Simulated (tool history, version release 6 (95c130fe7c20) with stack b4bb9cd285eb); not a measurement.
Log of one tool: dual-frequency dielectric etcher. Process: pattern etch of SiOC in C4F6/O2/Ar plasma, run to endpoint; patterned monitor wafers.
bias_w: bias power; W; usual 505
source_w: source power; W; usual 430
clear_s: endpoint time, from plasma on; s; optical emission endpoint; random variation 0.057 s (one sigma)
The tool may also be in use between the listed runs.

run    hour  bias_w  source_w  incoming incoming film thickness, nm  clear_s
  1       0     475       430                                 30.32     10.3
  2   198.8     475       430                                 30.41     10.4
  3   271.5     475       430                                 30.41     10.4
  4   326.6     505       430                                 30.22     10.1
  5   421.3     505       430                                  30.5     10.2
      518.3  -- wet clean of the chamber
  6   518.8     530       360                                 30.47     10.6
  7   555.7     530       360                                 30.41     10.6
        639  -- upper electrode replaced
  8   657.1     505       430                                 30.24       10
  9   699.1     505       430                                 30.15     10.1
 10     773     547       430                                 30.45      9.7
 11   811.3     505       470                                 30.56      9.8
 12   900.4     469       370                                 30.13       11
     1053.4  -- wet clean of the chamber
     1173.5  -- source power generator calibrated
 13  1215.7     505       480                                 30.36      9.7
 14  1320.7     610       430                                 30.53      9.3
       1338  -- bias power generator calibrated
 15  1376.9     505       540                                 30.31      9.4
 16  1440.1     505       430                                 30.39     10.3
     1534.3  -- wet clean of the chamber
 17  1545.4     505       430                                 30.43     10.4
 18  1586.1     412       480                                  30.4     10.8
 19  1673.5     436       330                                  30.4     12.2
     1747.1  -- bias power generator calibrated, repeated, since the last time left the tool worse
 20  1747.6     505       510                                 30.26      9.4
 21  1835.3     505       430                                 30.07     10.1
 22  1884.5     627       500                                 30.49      8.6
 23  1934.5     605       370                                  30.7      9.8

What the log doesn't show, run by run:
etch rate over this chamber's usual, %: 0 in every run
source power that arrives over what is set, %: 0 in every run
H1: bias power that arrives over what is set, %
run      H1
  1   -2.33
  2    -2.5
  3   -2.56
  4    -2.6
  5   -2.65
  6   -2.71
  7   -2.73
  8   -2.78
  9   -2.79
 10   -2.82
 11   -2.84
 12   -2.87
 13   -2.96
 14   -2.98
 15   -5.32
 16   -5.56
 17   -5.93
 18   -6.06
 19   -6.31
 20   -0.63
 21  -0.978
 22   -1.16
 23   -1.33

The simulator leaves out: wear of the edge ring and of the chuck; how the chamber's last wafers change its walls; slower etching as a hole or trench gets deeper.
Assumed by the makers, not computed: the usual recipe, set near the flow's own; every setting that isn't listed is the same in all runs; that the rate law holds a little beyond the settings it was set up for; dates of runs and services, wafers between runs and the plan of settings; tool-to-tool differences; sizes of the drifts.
